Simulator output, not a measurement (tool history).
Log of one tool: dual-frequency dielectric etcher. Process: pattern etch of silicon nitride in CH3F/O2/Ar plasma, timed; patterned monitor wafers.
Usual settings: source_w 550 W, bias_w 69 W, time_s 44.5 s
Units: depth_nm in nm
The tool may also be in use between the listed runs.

run,hour,source_w,bias_w,time_s,"read-back reference wafer on the same gauge, depth_nm",depth_nm
1,0,550,63,44.5,35.84,34.57
2,55.1,550,63,44.5,35.82,34.6
3,122,550,69,35,35.9,28.67
4,153.6,550,69,35,35.88,28.6
5,225,510,69,44.5,35.85,34.72
6,276.4,550,69,44.5,35.91,35.72
7,319,550,69,41.5,35.86,33.86
8,348.2,550,69,41.5,35.93,33.77
# hour 380.4: wet clean of the chamber
9,388.5,550,69,41.5,35.92,34.03
# hour 433.8: gauge calibrated
10,459.7,490,69,41,35.06,30.82
11,523.6,490,69,41,35.21,31.01
12,582.1,490,69,41,35.28,30.83
13,632,550,69,44.5,35.38,35.82
# hour 746.3: upper electrode replaced
14,746.8,550,69,44.5,35.48,35.64
15,792.4,550,69,44.5,35.51,35.67
# hour 813.9: source power generator calibrated
16,823.7,420,69,38.5,35.61,27.08
# hour 848.4: wet clean of the chamber
17,849.6,470,80,57.5,35.51,46.31
18,898.8,440,59,38,35.58,25.41
19,933.4,550,69,44.5,35.67,36.02
20,990.4,420,69,44.5,35.64,31.45
21,1042.6,440,69,44.5,35.62,32.21
22,1110.5,600,80,34,35.64,31.02
23,1167.8,410,54,41,35.68,25.45
# hour 1173: bias power generator calibrated
# hour 1229.7: wet clean of the chamber
24,1239.4,550,69,44.5,35.72,35.72
25,1300,550,69,44.5,35.84,36.26
26,1335.1,550,69,44.5,35.75,36.09
27,1386.1,650,56,55,35.83,43.95
28,1425.5,550,61,44.5,35.83,33.69
29,1450.7,550,69,38.5,35.8,31.31
30,1512.4,470,69,33.5,35.88,25.14
31,1551,410,85,38.5,35.8,29.61

Hidden state or all else? Some run-to-run changes of depth_nm, split into what the settings, what came in and random variation would give without the hidden state, and what is left for the hidden state (with any gauge scatter that isn't in both results):
The hidden state here: etch rate over this chamber's usual, %; source power that arrives over what is set, %; bias power that arrives over what is set, %; gauge reads high (%).
Run 9 -> 10: source_w 550 -> 490, time_s 41.5 -> 41, gauge calibrated. depth_nm -3.21 nm: hidden state -0.73, all else -2.48.
Run 16 -> 17: source_w 420 -> 470, bias_w 69 -> 80, time_s 38.5 -> 57.5, wet clean of the chamber. depth_nm +19.23 nm: hidden state +0.25, all else +18.98.
Run 17 -> 18: source_w 470 -> 440, bias_w 80 -> 59, time_s 57.5 -> 38. depth_nm -20.9 nm: hidden state -0.23, all else -20.67.
Run 18 -> 19: source_w 440 -> 550, bias_w 59 -> 69, time_s 38 -> 44.5. depth_nm +10.61 nm: hidden state +0.16, all else +10.45.
